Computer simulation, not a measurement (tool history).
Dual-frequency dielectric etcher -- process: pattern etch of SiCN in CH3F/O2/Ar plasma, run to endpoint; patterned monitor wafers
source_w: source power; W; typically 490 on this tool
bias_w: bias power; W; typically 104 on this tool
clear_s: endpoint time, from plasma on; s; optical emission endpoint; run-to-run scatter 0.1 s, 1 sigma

run,day,source_w,bias_w,"incoming incoming film thickness, nm",clear_s
1,0,490,86,12.36,32.7
2,8.575,490,86,12.26,32.1
3,12.95,490,84,12.18,32.4
4,14.838,490,84,12.5,33.3
5,16.946,490,84,12.43,33.2
6,21.096,430,104,12.14,30.4
# day 23.708: wet clean of the chamber
7,23.729,430,104,12.42,31
8,26.129,430,104,12.34,30.7
9,30.175,490,104,12.4,30
10,31.733,490,104,12.28,29.6
11,35.633,490,104,12.32,29.8
12,39.896,490,104,12.33,29.7
13,43.546,490,82,12.39,33.7
14,45.283,400,80,12.33,36.3
15,49.358,380,117,12.29,30.4
# day 51.767: wet clean of the chamber
16,51.788,410,112,12.41,30.5
17,55.046,490,104,12.37,30.1
# day 56.117: bias power generator calibrated
18,58.096,390,79,12.35,36
# day 59.379: source power generator calibrated
19,68.842,600,111,12.36,26.7
20,72.938,600,97,12.14,28
21,77.167,490,118,12.27,27.2
22,81.262,580,104,12.3,27.8
# day 84.292: wet clean of the chamber
23,84.312,600,89,12.37,29.8
24,88.933,550,104,12.35,28.3
# day 90.754: upper electrode replaced
25,90.775,580,94,12.26,29.1
26,92.521,550,85,12.29,31.2
27,96.667,490,104,12.32,29.3
28,101.062,490,104,12.42,29.6
29,105.538,450,111,12.25,29
30,109.312,600,79,12.31,31.6
31,111.175,560,104,12.24,28
32,113.367,390,92,12.25,33.3
33,116.325,400,126,12.29,28.1
# day 118.729: wet clean of the chamber
34,119.808,430,122,12.29,28
35,122.842,600,111,12.18,26.5

Below, some changes in clear_s between adjacent runs. For each, the amount present without the hidden state too (settings, incoming material, random variation) and the amount remaining for the hidden state with gauge scatter not shared by both compared results:
Hidden conditions of the tool in this case: etch rate over this chamber's usual, %; source power that arrives over what is set, %; bias power that arrives over what is set, %.
Run 2 -> 3: bias_w 86 -> 84. clear_s +0.3 s: hidden state +0.1, all else +0.2.
Run 3 -> 4: nothing adjusted, nothing logged. clear_s +0.9 s: hidden state -0.1, all else +1.
Run 14 -> 15: source_w 400 -> 380, bias_w 80 -> 117. clear_s -5.9 s: hidden state +0, all else -5.9.
Run 17 -> 18: source_w 490 -> 390, bias_w 104 -> 79, bias power generator calibrated. clear_s +5.9 s: hidden state -0.6, all else +6.5.
Run 18 -> 19: source_w 390 -> 600, bias_w 79 -> 111, source power generator calibrated. clear_s -9.3 s: hidden state -0.1, all else -9.2.
